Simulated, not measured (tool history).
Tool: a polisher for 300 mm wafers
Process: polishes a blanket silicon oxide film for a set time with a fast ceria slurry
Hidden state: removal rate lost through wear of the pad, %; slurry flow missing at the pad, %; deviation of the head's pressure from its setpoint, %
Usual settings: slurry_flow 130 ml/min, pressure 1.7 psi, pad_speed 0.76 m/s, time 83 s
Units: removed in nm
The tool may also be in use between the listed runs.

run,hour,slurry_flow,pressure,pad_speed,time,wafers since the last listed run,wafers polished on this pad,hours since the slurry nozzle was cleaned,hours since the head pressure was calibrated,"incoming thickness of the incoming film, nm",removed
1,0,130,1.7,0.76,83,0,81,326.5,104.4,3866,504.3
2,17.6,130,1.7,0.76,83,134,216,344.1,122,3824.3,501.6
3,51.9,130,1.7,0.76,83,261,478,378.4,156.3,3855,498.4
4,78.3,130,1.7,0.96,67,201,679,404.8,182.7,3887.6,504.2
5,122.6,130,1.7,0.76,83,338,1018,449.1,227,3772.7,498.3
# hour 127: worn pad replaced by a new one
6,146.9,130,1.7,0.76,83,155,151,473.4,251.3,3859.3,499
7,160.6,130,1.7,0.76,83,104,256,487.1,265,3878.3,495.2
8,181.5,130,1.7,0.76,83,159,416,508,285.9,3864.1,494
9,215.6,130,1.3,0.76,83,260,676,542.1,320,3833.6,392.7

The next listed run, before its measurement:
10,230.3,155,1.7,0.84,58,112,788,556.8,334.7,3881.5,?

{"run 10": {"removed": 395.2}}
Without the tool's hidden state the same run would have given removed 407.2 nm.

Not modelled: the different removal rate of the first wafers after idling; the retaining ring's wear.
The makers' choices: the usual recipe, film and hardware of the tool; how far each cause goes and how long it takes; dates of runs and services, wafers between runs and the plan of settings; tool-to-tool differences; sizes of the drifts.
